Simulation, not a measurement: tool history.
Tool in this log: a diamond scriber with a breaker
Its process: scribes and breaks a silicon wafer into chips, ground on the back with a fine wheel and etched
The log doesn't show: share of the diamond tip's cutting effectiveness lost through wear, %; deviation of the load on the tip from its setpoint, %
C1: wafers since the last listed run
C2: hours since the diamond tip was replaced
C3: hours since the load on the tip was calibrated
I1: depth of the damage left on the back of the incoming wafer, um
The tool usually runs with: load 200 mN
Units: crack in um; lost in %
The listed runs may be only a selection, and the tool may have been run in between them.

run 1 day=0 | load=200 | C1=0 C2=701.9 C3=1139.8 | I1=0.34 | crack=11.7 lost=7.01
run 2 day=0.517 | load=168 | C1=31 C2=714.3 C3=1152.2 | I1=0.64 | crack=10.02 lost=15.6
run 3 day=1.758 | load=168 | C1=75 C2=744.1 C3=1182 | I1=0.55 | crack=10.04 lost=14.94
run 4 day=3.146 | load=200 | C1=83 C2=777.4 C3=1215.3 | I1=0.77 | crack=11.33 lost=8.37
run 5 day=4.196 | load=200 | C1=63 C2=802.6 C3=1240.5 | I1=0.42 | crack=11.17 lost=9.01
run 6 day=5.296 | load=200 | C1=66 C2=829 C3=1266.9 | I1=0.62 | crack=10.78 lost=9.9
run 7 day=6.658 | load=200 | C1=82 C2=861.7 C3=1299.6 | I1=0.35 | crack=10.58 lost=10.56
run 8 day=7.683 | load=231 | C1=62 C2=886.3 C3=1324.2 | I1=0.77 | crack=11.75 lost=6.03
run 9 day=8.479 | load=231 | C1=48 C2=905.4 C3=1343.3 | I1=0.55 | crack=11.68 lost=6.14
run 10 day=9.608 | load=231 | C1=68 C2=932.5 C3=1370.4 | I1=0.48 | crack=11.59 lost=7.1
run 11 day=10.112 | load=200 | C1=30 C2=944.6 C3=1382.5 | I1=0.49 | crack=10.22 lost=13.08
-- day=10.254 diamond tip replaced by a new one
run 12 day=11.362 | load=200 | C1=70 C2=26.6 C3=1412.5 | I1=0.35 | crack=12.55 lost=3.36
run 13 day=12.008 | load=200 | C1=39 C2=42.1 C3=1428 | I1=0.73 | crack=12.7 lost=3.65
run 14 day=12.675 | load=200 | C1=40 C2=58.1 C3=1444 | I1=0.78 | crack=12.62 lost=3.54
run 15 day=13.542 | load=171 | C1=52 C2=78.9 C3=1464.8 | I1=0.5 | crack=11.01 lost=8.12
run 16 day=14.088 | load=183 | C1=33 C2=92 C3=1477.9 | I1=0.62 | crack=11.96 lost=5.91
-- day=15.021 load on the tip recalibrated
run 17 day=17.242 | load=227 | C1=185 C2=167.7 C3=53.3 | I1=0.68 | crack=15.61 lost=1.49
run 18 day=18.288 | load=218 | C1=63 C2=192.8 C3=78.4 | I1=0.54 | crack=14.72 lost=1.17
run 19 day=19.104 | load=160 | C1=49 C2=212.4 C3=98 | I1=0.33 | crack=11.49 lost=6.72
run 20 day=19.633 | load=200 | C1=32 C2=225.1 C3=110.7 | I1=0.69 | crack=13.77 lost=1.69
run 21 day=20.983 | load=200 | C1=81 C2=257.5 C3=143.1 | I1=0.36 | crack=13.67 lost=1.82
run 22 day=21.758 | load=200 | C1=46 C2=276.1 C3=161.7 | I1=0.59 | crack=13.77 lost=1.99
run 23 day=22.333 | load=184 | C1=34 C2=289.9 C3=175.5 | I1=0.36 | crack=12.78 lost=3.6
run 24 day=23.404 | load=157 | C1=64 C2=315.6 C3=201.2 | I1=0.35 | crack=11.16 lost=9.07
run 25 day=24.192 | load=148 | C1=47 C2=334.5 C3=220.1 | I1=0.46 | crack=10.38 lost=11.7
run 26 day=24.933 | load=200 | C1=44 C2=352.3 C3=237.9 | I1=0.48 | crack=13.51 lost=2.46

A few steps of crack between consecutive runs. Split each: what settings, incoming material and random variation would produce without the hidden state, and what is left over for the hidden state, along with gauge scatter present in only one of the two compared results (measured, and without hidden state):
Run 11 -> 12: diamond tip replaced by a new one. crack +2.33 um: hidden state +2.5, all else -0.17.
Run 16 -> 17: load 183 -> 227, load on the tip recalibrated. crack +3.65 um: hidden state +1.11, all else +2.54.
Run 18 -> 19: load 218 -> 160. crack -3.23 um: hidden state +0.14, all else -3.37.
